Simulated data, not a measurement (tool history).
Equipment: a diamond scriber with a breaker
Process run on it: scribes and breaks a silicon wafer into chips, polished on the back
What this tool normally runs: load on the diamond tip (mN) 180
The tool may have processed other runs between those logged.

run    hour  load on the diamond tip (mN)  incoming depth of the damage left on the back of the incoming wafer, um  depth of the median crack under the scribed line (um)  chips rejected at inspection after the break (%)
  1       0                           203                                                                     0.03                                                   9.48                                              1.33
  2    37.6                           180                                                                     0.02                                                   8.42                                              1.48
  3    88.2                           180                                                                     0.03                                                   8.66                                              1.37
  4   131.7                           163                                                                     0.04                                                   7.76                                              3.15
  5   161.4                           200                                                                     0.04                                                   8.43                                              1.36
  6   196.4                           180                                                                     0.03                                                   8.02                                              2.25
  7   228.7                           180                                                                     0.02                                                   7.88                                              2.82
  8   295.6                           180                                                                     0.01                                                    7.7                                              3.61
      348.4  -- diamond tip replaced by a new one
  9   350.4                           180                                                                     0.04                                                   8.82                                              1.35
 10   395.4                           180                                                                     0.04                                                   8.76                                              1.37
 11   431.4                           180                                                                     0.04                                                   8.52                                              1.19
 12   493.4                           180                                                                     0.02                                                   8.54                                              1.42
 13   551.6                           180                                                                     0.04                                                   8.49                                              1.53
 14   617.3                           180                                                                     0.05                                                   8.53                                              1.61
 15   647.9                           180                                                                     0.01                                                   8.48                                              1.73
 16   863.8                           180                                                                     0.04                                                   7.18                                              5.17
      874.4  -- diamond tip replaced by a new one
 17   920.9                           180                                                                     0.03                                                   8.88                                              1.37
 18   961.4                           138                                                                     0.04                                                   7.59                                              4.36
      976.6  -- load on the tip recalibrated
 19  1032.4                           221                                                                     0.01                                                   9.47                                              2.52
 20  1070.1                           228                                                                     0.01                                                  10.12                                               2.8
 21  1096.3                           160                                                                     0.05                                                   8.16                                              2.65
 22  1163.4                           180                                                                     0.03                                                   8.35                                               1.6
 23  1283.2                           180                                                                     0.03                                                   7.64                                              2.45
 24  1330.7                           231                                                                     0.05                                                   9.08                                              1.45
 25  1374.2                           208                                                                     0.01                                                   8.05                                              2.17
     1398.9  -- diamond tip replaced by a new one
 26  1438.6                           128                                                                     0.04                                                   7.12                                              6.42
 27  1491.2                           180                                                                     0.03                                                   8.57                                              1.33
 28  1546.1                           197                                                                     0.02                                                   8.99                                              1.44
 29  1614.9                           233                                                                     0.04                                                  10.19                                              2.48
 30  1682.8                           180                                                                     0.03                                                   8.22                                              1.54
 31  1709.3                           194                                                                     0.01                                                   8.72                                              1.24
 32  1733.6                           155                                                                     0.03                                                   7.46                                              4.65
 33  1765.3                           196                                                                     0.04                                                   8.52                                              1.61

Consider 3 possible next runs. They are alternatives, not a sequence: every one starts from the tool as it was left by run 33. What does each give?
  A  1765.8                           180                                                                     0.04                                                      ?                                                 ?
  B  1765.8                           230                                                                     0.04                                                      ?                                                 ?
  C  1765.8                           136                                                                     0.04                                                      ?                                                 ?

run  depth of the median crack under the scribed line (um)  chips rejected at inspection after the break (%)
  A                                                   7.79                                              2.58
  B                                                    9.1                                              1.59
  C                                                   6.55                                              9.31
The same runs, with their run-to-run variation unchanged, on a tool lacking any hidden condition would have given:
run  depth of the median crack under the scribed line (um)  chips rejected at inspection after the break (%)
  A                                                   8.69                                              1.37
  B                                                  10.15                                              3.82
  C                                                    7.3                                              4.46

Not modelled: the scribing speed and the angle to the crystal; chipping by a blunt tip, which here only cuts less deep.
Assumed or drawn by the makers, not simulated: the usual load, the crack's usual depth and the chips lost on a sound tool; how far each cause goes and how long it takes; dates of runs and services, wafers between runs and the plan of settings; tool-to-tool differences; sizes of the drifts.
